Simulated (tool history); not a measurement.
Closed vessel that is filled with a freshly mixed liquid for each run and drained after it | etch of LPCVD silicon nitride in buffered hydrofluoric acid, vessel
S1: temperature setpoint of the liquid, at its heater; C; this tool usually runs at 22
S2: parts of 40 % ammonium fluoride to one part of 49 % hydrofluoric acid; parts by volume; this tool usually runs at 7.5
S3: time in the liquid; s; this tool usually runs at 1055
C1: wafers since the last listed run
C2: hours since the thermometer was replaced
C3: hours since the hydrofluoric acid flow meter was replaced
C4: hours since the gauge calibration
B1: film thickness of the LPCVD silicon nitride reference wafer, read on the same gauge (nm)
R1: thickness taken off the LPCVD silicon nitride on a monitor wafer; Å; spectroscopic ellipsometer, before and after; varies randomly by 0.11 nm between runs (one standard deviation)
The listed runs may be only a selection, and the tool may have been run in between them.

run	day	S1	S2	S3	C1	C2	C3	C4	B1	R1
1	0	22	7.5	1055	0	415.2	2183.6	872.8	130.01	156.5
2	1.338	22	7.5	1055	1596	447.3	2215.7	904.9	130.03	155
3	1.908	22	7.5	1055	681	461	2229.4	918.6	129.99	154.9
4	2.462	22	7.5	1055	661	474.3	2242.7	931.9	130	154.6
5	3.129	22	9.5	1055	795	490.3	2258.7	947.9	129.97	126.8
6	3.662	22	5	1315	636	503.1	2271.5	960.7	129.99	284.3
# day 4.746: hydrofluoric acid flow meter replaced
7	4.9	22	7.5	1055	1427	532.8	3.7	990.4	130.01	182
# day 6.225: gauge calibrated
8	6.338	22	7.5	1055	1715	567.3	38.2	2.7	130.02	179.9
9	6.925	22	7.5	1055	701	581.4	52.3	16.8	129.99	181.5
10	7.788	24	7.5	1055	1029	602.1	73	37.5	130.03	201.9
11	11.504	24	7.5	1055	4435	691.3	162.2	126.7	130.04	198.8
12	12.121	24	7.5	1055	735	706.1	177	141.5	130.01	198.6
13	13.492	22	7.5	1055	1635	739	209.9	174.4	130.03	177.8
14	14.312	22	7.5	1055	979	758.7	229.6	194.1	129.97	178
15	15.233	19	7.5	1055	1098	780.8	251.7	216.2	130.03	149.6
16	16.538	22	7.5	710	1556	812.1	283	247.5	130	118.1
17	17.504	22	8.5	1055	1153	835.3	306.2	270.7	129.98	154.9
18	18.538	18.5	10	1355	1233	860.1	331	295.5	130	142.3
19	19.954	22	7.5	630	1690	894.1	365	329.5	130.03	104.6
20	20.462	26.5	9	1055	606	906.3	377.2	341.7	130.01	186.5
# day 21.642: thermometer replaced
21	21.688	22	5	1565	1412	1.1	406.6	371.1	130	383.4
22	22.4	25	10	495	850	18.2	423.7	388.2	130	76
23	23.3	22	7.5	1055	1074	39.8	445.3	409.8	130.04	178.9
24	24.454	22	9.5	610	1377	67.5	473	437.5	129.99	84
25	25.229	22	7.5	1055	924	86.1	491.6	456.1	129.98	178.8
26	26.162	25	10	495	1113	108.5	514	478.5	130.03	75.8
27	27.15	22	10.5	565	1178	132.2	537.7	502.2	130.01	69.9
28	28.125	24.5	7.5	530	1163	155.6	561.1	525.6	130.02	101
29	29.133	22	7.5	1055	1203	179.8	585.3	549.8	129.99	175.1
30	30.458	22	5	1565	1581	211.6	617.1	581.6	130.01	376.8
31	31.8	22	7.5	1055	1601	243.8	649.3	613.8	129.99	174.1
32	32.496	25.5	9	1360	830	260.5	666	630.5	130	228.8
33	33.642	22	7.5	1055	1367	288	693.5	658	129.98	173.6

For each entry between runs, how does the tool's hidden state at the last listed run before it compare with that at the first listed run after it?
Run 6 -> run 7: hydrofluoric acid flow meter replaced (day 4.746)
  liquid colder than its thermometer reads (K): 0.267 -> 0.282; hydrofluoric acid flow below the setpoint (%): 15 -> 1.01
  measured less the result without the state, R1: -46.6 -> -4.9 Å
Run 7 -> run 8: gauge calibrated (day 6.225)
  liquid colder than its thermometer reads (K): 0.282 -> 0.3; hydrofluoric acid flow below the setpoint (%): 1.01 -> 1.21
  measured less the result without the state, R1: -4.9 -> -5.5 Å
Run 20 -> run 21: thermometer replaced (day 21.642)
  liquid colder than its thermometer reads (K): 0.474 -> 0.0209; hydrofluoric acid flow below the setpoint (%): 3.22 -> 3.4
  measured less the result without the state, R1: -8.7 -> -11.8 Å
